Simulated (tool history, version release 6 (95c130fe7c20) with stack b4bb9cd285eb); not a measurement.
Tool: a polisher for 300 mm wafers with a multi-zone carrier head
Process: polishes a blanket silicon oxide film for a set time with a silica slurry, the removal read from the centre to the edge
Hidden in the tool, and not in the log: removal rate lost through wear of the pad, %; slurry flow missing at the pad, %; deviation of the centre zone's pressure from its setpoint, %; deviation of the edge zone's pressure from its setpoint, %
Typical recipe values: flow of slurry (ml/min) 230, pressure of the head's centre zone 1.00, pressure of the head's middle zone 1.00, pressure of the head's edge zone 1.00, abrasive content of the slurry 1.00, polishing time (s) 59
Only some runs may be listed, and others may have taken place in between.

run	hour	flow of slurry (ml/min)	pressure of the head's centre zone	pressure of the head's middle zone	pressure of the head's edge zone	abrasive content of the slurry	polishing time (s)	wafers since the last listed run	wafers polished on this pad	hours since the slurry nozzle was cleaned	hours since the centre zone pressure was calibrated	hours since the edge zone pressure was calibrated	hours since the carrier head's membrane was replaced	incoming thickness of the incoming film, nm	film removed at the wafer's centre (angstrom)	film removed at mid-radius (angstrom)	film removed at the wafer's edge (angstrom)
1	0.0	230	1.00	1.00	1.00	1.00	59	0	298	946.9	172.0	131.6	1473.6	1061.5	2134	2187	2195
# hour 7.6: carrier head's membrane replaced by a new one
2	16.8	230	1.09	1.00	1.00	1.00	59	149	448	963.7	188.8	148.4	9.2	1077.3	2367	2173	2232
# hour 24.6: slurry nozzle cleaned
3	33.4	230	1.00	1.00	1.00	1.00	59	198	646	8.8	205.4	165.0	25.8	1075.8	2139	2150	2179
4	51.0	230	1.00	1.00	1.00	1.00	76	223	869	26.4	223.0	182.6	43.4	1076.9	2672	2747	2820
5	66.0	230	1.00	1.00	1.00	0.90	59	190	1060	41.4	238.0	197.6	58.4	1072.6	1970	1994	2008
6	73.5	195	0.92	1.00	1.00	1.00	49	95	1155	48.9	245.5	205.1	65.9	1066.3	1524	1689	1747
7	83.8	230	1.00	1.00	1.00	1.00	59	130	1286	59.2	255.8	215.4	76.2	1072.7	2048	2067	2130
# hour 103.6: worn pad replaced by a new one
8	104.1	230	0.92	0.96	1.00	1.00	43	206	6	79.5	276.1	235.7	96.5	1057.0	1475	1562	1636
9	118.0	230	1.00	1.00	1.09	1.00	48	176	182	93.4	290.0	249.6	110.4	1080.9	1795	1807	1917
# hour 123.9: centre zone pressure recalibrated
10	129.8	230	0.89	1.08	1.00	1.00	59	124	307	105.2	5.9	261.4	122.2	1079.9	1912	2315	2259
11	139.0	230	1.00	1.00	1.09	1.00	59	116	424	114.4	15.1	270.6	131.4	1098.2	2176	2166	2325
12	149.4	230	1.03	1.00	0.96	1.00	59	132	556	124.8	25.5	281.0	141.8	1093.9	2183	2200	2188
13	157.7	230	1.00	1.00	1.00	1.00	59	105	661	133.1	33.8	289.3	150.1	1067.6	2163	2153	2219
14	174.8	230	1.00	1.00	1.00	1.00	59	217	878	150.2	50.9	306.4	167.2	1091.9	2126	2151	2210
15	183.4	230	1.00	1.00	1.00	1.00	71	109	987	158.8	59.5	315.0	175.8	1083.5	2561	2581	2614
16	190.0	230	1.00	1.00	1.00	1.00	59	83	1071	165.4	66.1	321.6	182.4	1057.9	2075	2130	2167
17	198.0	275	1.00	1.08	1.00	0.80	49	101	1173	173.4	74.1	329.6	190.4	1088.9	1591	1672	1628
# hour 208.3: worn pad replaced by a new one
18	214.0	230	1.00	0.96	1.00	1.00	59	152	71	189.4	90.1	345.6	206.4	1064.8	2165	2130	2271
19	227.9	270	1.00	1.00	0.94	1.00	59	176	248	203.3	104.0	359.5	220.3	1076.4	2209	2247	2207
20	236.4	260	1.00	1.00	1.00	0.85	59	107	356	211.8	112.5	368.0	228.8	1070.2	2025	2044	2093
21	243.2	230	1.00	1.00	1.00	1.00	59	86	442	218.6	119.3	374.8	235.6	1081.2	2147	2201	2285
22	251.8	280	1.00	1.12	1.00	1.00	45	109	551	227.2	127.9	383.4	244.2	1086.0	1728	1850	1722
23	267.1	230	0.92	0.96	1.00	1.00	43	194	746	242.5	143.2	398.7	259.5	1062.0	1442	1531	1623

A few steps of film removed at the wafer's centre (angstrom) between consecutive runs. Split each: what settings, incoming material and random variation would produce without the hidden state, and what is left over for the hidden state, along with gauge scatter present in only one of the two compared results (measured, and without hidden state):
Run 4 -> 5: abrasive content of the slurry 1.00 -> 0.90, polishing time (s) 76 -> 59. film removed at the wafer's centre (angstrom) -702: hidden state +2, all else -704.
Run 7 -> 8: pressure of the head's centre zone 1.00 -> 0.92, pressure of the head's middle zone 1.00 -> 0.96, polishing time (s) 59 -> 43, worn pad replaced by a new one. film removed at the wafer's centre (angstrom) -573: hidden state +140, all else -713.
Run 17 -> 18: flow of slurry (ml/min) 275 -> 230, pressure of the head's middle zone 1.08 -> 0.96, abrasive content of the slurry 0.80 -> 1.00, polishing time (s) 49 -> 59, worn pad replaced by a new one. film removed at the wafer's centre (angstrom) +574: hidden state +73, all else +501.

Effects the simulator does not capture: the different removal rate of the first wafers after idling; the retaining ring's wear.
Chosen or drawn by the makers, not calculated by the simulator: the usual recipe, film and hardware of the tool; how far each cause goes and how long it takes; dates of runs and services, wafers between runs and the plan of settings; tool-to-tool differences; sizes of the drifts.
